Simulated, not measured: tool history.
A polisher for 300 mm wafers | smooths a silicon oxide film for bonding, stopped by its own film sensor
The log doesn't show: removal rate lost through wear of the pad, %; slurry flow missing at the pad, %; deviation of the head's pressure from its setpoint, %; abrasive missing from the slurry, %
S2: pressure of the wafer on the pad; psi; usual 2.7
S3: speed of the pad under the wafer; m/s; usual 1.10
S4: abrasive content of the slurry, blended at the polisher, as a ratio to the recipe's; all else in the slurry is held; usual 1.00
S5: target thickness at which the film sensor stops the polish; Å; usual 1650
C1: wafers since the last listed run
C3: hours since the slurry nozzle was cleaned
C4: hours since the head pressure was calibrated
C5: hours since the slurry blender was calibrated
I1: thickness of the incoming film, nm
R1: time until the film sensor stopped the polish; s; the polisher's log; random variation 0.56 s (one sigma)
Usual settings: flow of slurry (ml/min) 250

Run 1, hour 0.0: usual settings; C1 0; wafers polished on this pad 1717; C3 435.4; C4 358.5; C5 213.4; I1 212.1. Result: R1 45.1 s.
Run 2, hour 34.0: usual settings; C1 482; wafers polished on this pad 2199; C3 469.4; C4 392.5; C5 247.4; I1 208.8. Result: R1 44.4 s.
At hour 66.4: worn pad replaced by a new one.
Run 3, hour 102.2: usual settings; C1 911; wafers polished on this pad 507; C3 537.6; C4 460.7; C5 315.6; I1 208.1. Result: R1 43.7 s.
At hour 134.4: slurry nozzle cleaned.
Run 4, hour 139.9: usual settings but flow of slurry (ml/min) 210; C1 520; wafers polished on this pad 1028; C3 5.5; C4 498.4; C5 353.3; I1 210.5. Result: R1 43.3 s.
At hour 174.0: slurry blender recalibrated.
Run 5, hour 177.1: usual settings; C1 499; wafers polished on this pad 1528; C3 42.7; C4 535.6; C5 3.1; I1 209.0. Result: R1 40.0 s.
Run 6, hour 202.8: usual settings; C1 364; wafers polished on this pad 1892; C3 68.4; C4 561.3; C5 28.8; I1 211.3. Result: R1 43.5 s.
Run 7, hour 228.8: usual settings but S4 1.10, S5 1520 Å; C1 368; wafers polished on this pad 2261; C3 94.4; C4 587.3; C5 54.8; I1 211.1. Result: R1 52.4 s.
At hour 240.7: worn pad replaced by a new one.
Run 8, hour 257.7: usual settings but S4 1.10, S5 1520 Å; C1 353; wafers polished on this pad 241; C3 123.3; C4 616.2; C5 83.7; I1 210.4. Result: R1 52.4 s.
Run 9, hour 305.1: usual settings but S4 1.10, S5 1520 Å; C1 672; wafers polished on this pad 913; C3 170.7; C4 663.6; C5 131.1; I1 212.5. Result: R1 56.4 s.
Run 10, hour 334.0: usual settings but S5 1600 Å; C1 410; wafers polished on this pad 1323; C3 199.6; C4 692.5; C5 160.0; I1 210.8. Result: R1 47.8 s.
Run 11, hour 363.1: usual settings but S2 3.0 psi, S3 1.26 m/s, S4 0.80, S5 1760 Å; C1 412; wafers polished on this pad 1736; C3 228.7; C4 721.6; C5 189.1; I1 207.0. Result: R1 27.2 s.
Run 12, hour 411.0: usual settings but S5 1720 Å; C1 679; wafers polished on this pad 2416; C3 276.6; C4 769.5; C5 237.0; I1 211.9. Result: R1 38.6 s.
At hour 446.9: worn pad replaced by a new one.
At hour 458.5: head pressure recalibrated.
Run 13, hour 607.1: usual settings but flow of slurry (ml/min) 285, S2 3.5 psi; C1 2697; wafers polished on this pad 2245; C3 472.7; C4 148.6; C5 433.1; I1 213.7. Result: R1 39.4 s.
At hour 609.6: slurry blender recalibrated.
At hour 648.8: worn pad replaced by a new one.
Run 14, hour 673.3: usual settings but S3 1.22 m/s, S5 1700 Å; C1 854; wafers polished on this pad 347; C3 538.9; C4 214.8; C5 63.7; I1 209.3. Result: R1 36.5 s.
At hour 697.7: slurry nozzle cleaned.
Run 15, hour 718.8: usual settings; C1 631; wafers polished on this pad 979; C3 21.1; C4 260.3; C5 109.2; I1 208.5. Result: R1 40.1 s.
Run 16, hour 775.5: usual settings but S3 1.44 m/s, S4 0.80; C1 804; wafers polished on this pad 1783; C3 77.8; C4 317.0; C5 165.9; I1 209.7. Result: R1 35.8 s.
Run 17, hour 808.7: usual settings; C1 471; wafers polished on this pad 2254; C3 111.0; C4 350.2; C5 199.1; I1 207.9. Result: R1 40.1 s.
Run 18, hour 834.8: usual settings; C1 370; wafers polished on this pad 2625; C3 137.1; C4 376.3; C5 225.2; I1 212.5. Result: R1 44.3 s.
At hour 848.3: worn pad replaced by a new one.
Run 19, hour 877.1: usual settings but flow of slurry (ml/min) 195, S2 2.1 psi, S3 0.88 m/s; C1 543; wafers polished on this pad 408; C3 179.4; C4 418.6; C5 267.5; I1 210.6. Result: R1 61.0 s.
Run 20, hour 903.6: usual settings but S2 3.4 psi, S4 0.90; C1 376; wafers polished on this pad 784; C3 205.9; C4 445.1; C5 294.0; I1 212.7. Result: R1 40.5 s.
Run 21, hour 939.2: usual settings but S3 1.44 m/s, S4 1.10; C1 505; wafers polished on this pad 1289; C3 241.5; C4 480.7; C5 329.6; I1 210.8. Result: R1 34.9 s.

Measured less the same run without the tool's hidden state. The same run-to-run variation is in both; the gauge's scatter may not be:
run    R1
  1  +2.8
  2  +3.1
  3  +3.8
  4  +0.1
  5  +0.2
  6  +0.3
  7  +0.5
  8  +0.7
  9  +1.1
 10  +1.1
 11  +0.7
 12  +1.2
 13  +2.3
 14  +2.9
 15  +0.2
 16  +0.3
 17  +0.6
 18  +0.8
 19  +1.7
 20  +1.1
 21  +1.1
